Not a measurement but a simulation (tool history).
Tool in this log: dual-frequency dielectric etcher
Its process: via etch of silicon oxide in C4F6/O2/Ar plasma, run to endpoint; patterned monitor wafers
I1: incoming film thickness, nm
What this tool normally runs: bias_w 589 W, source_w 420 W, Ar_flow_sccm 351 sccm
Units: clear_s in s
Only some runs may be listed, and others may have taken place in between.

{"run": 1, "hour": 0.0, "bias_w": 589, "source_w": 420, "Ar_flow_sccm": 351, "I1": 155.6, "clear_s": 32.7}
{"run": 2, "hour": 34.8, "bias_w": 589, "source_w": 420, "Ar_flow_sccm": 351, "I1": 157.6, "clear_s": 32.8}
{"run": 3, "hour": 55.8, "bias_w": 514, "source_w": 360, "Ar_flow_sccm": 351, "I1": 156.3, "clear_s": 35.2}
{"hour": 134.2, "done": "upper electrode replaced"}
{"run": 4, "hour": 134.7, "bias_w": 514, "source_w": 360, "Ar_flow_sccm": 351, "I1": 156.7, "clear_s": 35.2}
{"run": 5, "hour": 146.9, "bias_w": 514, "source_w": 360, "Ar_flow_sccm": 351, "I1": 158.1, "clear_s": 35.5}
{"run": 6, "hour": 172.6, "bias_w": 653, "source_w": 420, "Ar_flow_sccm": 351, "I1": 158.2, "clear_s": 32.1}
{"run": 7, "hour": 197.7, "bias_w": 653, "source_w": 420, "Ar_flow_sccm": 351, "I1": 157.0, "clear_s": 32.0}
{"run": 8, "hour": 231.1, "bias_w": 658, "source_w": 420, "Ar_flow_sccm": 388, "I1": 156.8, "clear_s": 32.1}
{"hour": 248.1, "done": "source power generator calibrated"}
{"run": 9, "hour": 263.9, "bias_w": 589, "source_w": 420, "Ar_flow_sccm": 351, "I1": 156.2, "clear_s": 32.3}
{"hour": 288.3, "done": "wet clean of the chamber"}
{"run": 10, "hour": 289.7, "bias_w": 589, "source_w": 420, "Ar_flow_sccm": 351, "I1": 157.8, "clear_s": 33.2}
{"run": 11, "hour": 314.1, "bias_w": 589, "source_w": 420, "Ar_flow_sccm": 351, "I1": 157.1, "clear_s": 33.2}
{"hour": 340.9, "done": "Ar flow controller replaced"}
{"run": 12, "hour": 341.4, "bias_w": 520, "source_w": 420, "Ar_flow_sccm": 351, "I1": 154.4, "clear_s": 33.2}
{"run": 13, "hour": 367.7, "bias_w": 589, "source_w": 420, "Ar_flow_sccm": 351, "I1": 157.2, "clear_s": 32.9}
{"run": 14, "hour": 389.1, "bias_w": 589, "source_w": 420, "Ar_flow_sccm": 305, "I1": 157.6, "clear_s": 32.7}
{"run": 15, "hour": 412.3, "bias_w": 589, "source_w": 420, "Ar_flow_sccm": 351, "I1": 157.1, "clear_s": 32.8}
{"run": 16, "hour": 444.9, "bias_w": 589, "source_w": 420, "Ar_flow_sccm": 351, "I1": 156.3, "clear_s": 32.6}
{"run": 17, "hour": 472.2, "bias_w": 589, "source_w": 420, "Ar_flow_sccm": 351, "I1": 157.4, "clear_s": 32.8}
{"run": 18, "hour": 499.3, "bias_w": 653, "source_w": 420, "Ar_flow_sccm": 351, "I1": 157.1, "clear_s": 32.0}
{"run": 19, "hour": 517.0, "bias_w": 589, "source_w": 420, "Ar_flow_sccm": 310, "I1": 156.8, "clear_s": 32.2}
{"hour": 534.8, "done": "bias power generator calibrated"}
{"run": 20, "hour": 539.1, "bias_w": 589, "source_w": 420, "Ar_flow_sccm": 351, "I1": 157.5, "clear_s": 32.9}
{"run": 21, "hour": 563.9, "bias_w": 540, "source_w": 420, "Ar_flow_sccm": 351, "I1": 157.2, "clear_s": 33.2}
{"hour": 605.4, "done": "wet clean of the chamber"}
{"run": 22, "hour": 605.9, "bias_w": 457, "source_w": 330, "Ar_flow_sccm": 376, "I1": 157.3, "clear_s": 38.1}
{"run": 23, "hour": 606.2, "bias_w": 534, "source_w": 500, "Ar_flow_sccm": 402, "I1": 158.2, "clear_s": 32.4}
{"run": 24, "hour": 616.8, "bias_w": 589, "source_w": 420, "Ar_flow_sccm": 351, "I1": 156.2, "clear_s": 32.9}
{"run": 25, "hour": 651.7, "bias_w": 711, "source_w": 510, "Ar_flow_sccm": 388, "I1": 156.8, "clear_s": 29.9}
{"run": 26, "hour": 683.8, "bias_w": 589, "source_w": 470, "Ar_flow_sccm": 382, "I1": 156.7, "clear_s": 32.0}
{"run": 27, "hour": 701.5, "bias_w": 589, "source_w": 420, "Ar_flow_sccm": 303, "I1": 157.4, "clear_s": 32.6}
{"run": 28, "hour": 717.7, "bias_w": 680, "source_w": 510, "Ar_flow_sccm": 384, "I1": 159.0, "clear_s": 30.5}
{"run": 29, "hour": 747.8, "bias_w": 508, "source_w": 330, "Ar_flow_sccm": 379, "I1": 156.7, "clear_s": 36.9}

Predict each of these 4 candidate next runs independently; none follows another, all start after run 29:
{"run": "A", "hour": 748.2, "bias_w": 589, "source_w": 420, "Ar_flow_sccm": 351, "I1": 156.3, "clear_s": "?"}
{"run": "B", "hour": 748.2, "bias_w": 679, "source_w": 330, "Ar_flow_sccm": 398, "I1": 156.3, "clear_s": "?"}
{"run": "C", "hour": 748.2, "bias_w": 589, "source_w": 510, "Ar_flow_sccm": 351, "I1": 156.3, "clear_s": "?"}
{"run": "D", "hour": 748.2, "bias_w": 728, "source_w": 420, "Ar_flow_sccm": 351, "I1": 156.3, "clear_s": "?"}

run=A clear_s=32.7
run=B clear_s=34.8
run=C clear_s=30.5
run=D clear_s=31.3
Stripped of hidden state, with their random variation kept, the same runs would have yielded:
run=A clear_s=32.9
run=B clear_s=35.1
run=C clear_s=30.7
run=D clear_s=31.5

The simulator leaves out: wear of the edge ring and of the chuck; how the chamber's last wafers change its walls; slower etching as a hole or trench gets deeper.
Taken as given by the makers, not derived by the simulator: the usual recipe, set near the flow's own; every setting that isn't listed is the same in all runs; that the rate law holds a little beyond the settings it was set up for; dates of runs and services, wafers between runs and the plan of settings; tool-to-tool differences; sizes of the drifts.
